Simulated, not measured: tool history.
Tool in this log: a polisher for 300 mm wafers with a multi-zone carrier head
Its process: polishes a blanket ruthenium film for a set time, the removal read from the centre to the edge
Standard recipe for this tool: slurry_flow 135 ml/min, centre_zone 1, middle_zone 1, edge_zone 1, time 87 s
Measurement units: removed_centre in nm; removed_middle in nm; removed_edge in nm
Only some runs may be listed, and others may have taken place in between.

run,hour,slurry_flow,centre_zone,middle_zone,edge_zone,time,"incoming thickness of the incoming film, nm",removed_centre,removed_middle,removed_edge
1,0,135,1.11,1.09,1,87,525.4,84.1,93.2,86.6
# hour 11.9: worn pad replaced by a new one
2,26.3,135,1,1.09,1,87,531.4,77.8,92.4,87.8
3,55.3,135,1,1,1,87,535.9,76.1,89.1,87.5
# hour 65.8: edge zone pressure recalibrated
4,86.5,135,1,1,1,87,524.1,75.8,89,87.7
5,106.7,160,0.91,1,1.06,71,535.1,59.3,74.8,75.3
6,119,135,1,0.94,1,95,520.7,83.6,94.8,94.7
# hour 125.8: centre zone pressure recalibrated
7,133.3,135,1,1,0.96,87,531.6,87.6,90.3,84.4
8,206.1,170,1,0.92,1.1,87,528.9,89.6,90.3,93.3
# hour 229.7: slurry nozzle cleaned
# hour 259.2: worn pad replaced by a new one
9,297.1,135,1,1.08,1,98,525.4,94.4,106.2,98.1
10,327.8,135,0.97,1,1,87,528.6,80,90.7,88.1
# hour 336.4: carrier head's membrane replaced by a new one
11,341.1,135,0.89,1,1,97,529.9,82.1,100.5,97
12,355.5,135,1,1,1,87,520.7,81.6,90.5,87.3
13,378.1,135,0.95,1,1,87,528.7,77,89.6,87.5
14,411.5,155,0.88,1,1,87,527.1,74.7,93.5,88.8
15,437.4,135,1,1,1,87,528.1,80.1,89.9,87.3
16,455.6,155,0.88,1,1,87,518.8,72.8,91.9,88.8
# hour 475.3: worn pad replaced by a new one
17,475.8,135,1,0.94,1,87,525.9,79.4,87.9,88.1
18,503.5,135,1,1,1,87,532.4,81.8,90.2,87.3
19,585.8,135,1,1.11,1,87,519.7,79.9,94.8,87.1
20,621,175,1,0.93,1,87,530.2,84.4,90.2,89.6

Run 21 has not been measured yet. What should we expect?
21,635.7,135,1,1,1,109,527.3,?,?,?

removed_centre: 100.7 nm
removed_middle: 112.2 nm
removed_edge: 110.1 nm
If the tool had no hidden condition, the same run with the same run-to-run variation would have returned removed_centre 111.8 nm, removed_middle 112.1 nm, removed_edge 110.1 nm.
